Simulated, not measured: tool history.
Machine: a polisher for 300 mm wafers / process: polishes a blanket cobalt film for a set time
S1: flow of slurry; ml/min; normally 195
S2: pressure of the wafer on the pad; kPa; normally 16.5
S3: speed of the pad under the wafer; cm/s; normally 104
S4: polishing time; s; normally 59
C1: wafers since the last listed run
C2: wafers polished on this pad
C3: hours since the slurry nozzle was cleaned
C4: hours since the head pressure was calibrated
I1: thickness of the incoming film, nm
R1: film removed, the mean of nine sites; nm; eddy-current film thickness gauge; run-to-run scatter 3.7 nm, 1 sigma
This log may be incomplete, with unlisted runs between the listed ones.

Run 1, day 0: usual settings but S1 160 ml/min; C1 0; C2 565; C3 894.5; C4 1519.9; I1 1275. Result: R1 343.2 nm.
Run 2, day 0.367: usual settings but S1 160 ml/min; C1 64; C2 629; C3 903.3; C4 1528.7; I1 1252.2. Result: R1 343.9 nm.
At day 0.838: worn pad replaced by a new one.
Run 3, day 0.858: usual settings but S1 250 ml/min, S2 13.1 kPa; C1 56; C2 3; C3 915.1; C4 1540.5; I1 1244.4. Result: R1 330.8 nm.
Run 4, day 1.467: usual settings but S1 250 ml/min, S2 13.1 kPa; C1 106; C2 110; C3 929.7; C4 1555.1; I1 1272.9. Result: R1 309.8 nm.
Run 5, day 1.729: usual settings but S1 250 ml/min, S2 13.1 kPa; C1 45; C2 155; C3 936; C4 1561.4; I1 1244.5. Result: R1 305.1 nm.
Run 6, day 2.362: usual settings but S4 49 s; C1 110; C2 266; C3 951.2; C4 1576.6; I1 1278.8. Result: R1 307.9 nm.
Run 7, day 3.342: usual settings but S4 49 s; C1 171; C2 438; C3 974.7; C4 1600.1; I1 1263.2. Result: R1 302.4 nm.
Run 8, day 3.908: usual settings but S4 49 s; C1 99; C2 537; C3 988.3; C4 1613.7; I1 1265.6. Result: R1 295.8 nm.
At day 4.279: head pressure recalibrated.
Run 9, day 4.962: usual settings but S2 18.6 kPa, S4 64 s; C1 169; C2 707; C3 1013.6; C4 16.4; I1 1270.7. Result: R1 425.8 nm.
At day 5.204: slurry nozzle cleaned.
Run 10, day 5.275: usual settings but S2 18.6 kPa, S4 64 s; C1 47; C2 754; C3 1.7; C4 23.9; I1 1258.8. Result: R1 427.6 nm.
At day 5.579: worn pad replaced by a new one.
Run 11, day 6: usual settings but S1 150 ml/min, S3 134 cm/s; C1 97; C2 73; C3 19.1; C4 41.3; I1 1241.4. Result: R1 470.4 nm.
Run 12, day 6.371: usual settings but S1 230 ml/min; C1 64; C2 138; C3 28; C4 50.2; I1 1268.7. Result: R1 381.8 nm.
Run 13, day 6.825: usual settings but S2 11 kPa, S4 39 s; C1 79; C2 218; C3 38.9; C4 61.1; I1 1278.8. Result: R1 162.1 nm.
Run 14, day 7.167: usual settings but S1 155 ml/min, S2 20 kPa, S3 84 cm/s; C1 59; C2 278; C3 47.1; C4 69.3; I1 1278.2. Result: R1 345.1 nm.
Run 15, day 7.808: usual settings but S1 235 ml/min; C1 112; C2 390; C3 62.5; C4 84.7; I1 1271.8. Result: R1 371.5 nm.
Run 16, day 8.462: usual settings; C1 114; C2 505; C3 78.2; C4 100.4; I1 1231.4. Result: R1 358.6 nm.
Run 17, day 8.833: usual settings but S1 160 ml/min; C1 64; C2 570; C3 87.1; C4 109.3; I1 1288. Result: R1 343.1 nm.
Run 18, day 9.288: usual settings but S1 155 ml/min, S4 73 s; C1 79; C2 649; C3 98; C4 120.2; I1 1285.4. Result: R1 425 nm.
Run 19, day 9.55: usual settings but S1 135 ml/min, S2 11.7 kPa, S3 90 cm/s, S4 39 s; C1 45; C2 695; C3 104.3; C4 126.5; I1 1256.5. Result: R1 135.7 nm.
Run 20, day 9.988: usual settings; C1 76; C2 772; C3 114.8; C4 137; I1 1281.1. Result: R1 354.5 nm.

Take each entry between the runs: how does the hidden state at the last listed run before it differ from the hidden state at the first listed run after it?
Run 2 -> run 3: worn pad replaced by a new one (day 0.838)
  removal rate lost through wear of the pad, %: 11.6 -> 1.42
  what was measured, less what the result would be without the hidden state, R1: -45.3 -> -4.8 nm
Run 8 -> run 9: head pressure recalibrated (day 4.279)
  removal rate lost through wear of the pad, %: 11.4 -> 12.1
  what was measured, less what the result would be without the hidden state, R1: -38 -> -58.8 nm
Run 9 -> run 10: slurry nozzle cleaned (day 5.204)
  removal rate lost through wear of the pad, %: 12.1 -> 12.3
  what was measured, less what the result would be without the hidden state, R1: -58.8 -> -59.8 nm
Run 10 -> run 11: worn pad replaced by a new one (day 5.579)
  removal rate lost through wear of the pad, %: 12.3 -> 3.81
  what was measured, less what the result would be without the hidden state, R1: -59.8 -> -18.7 nm
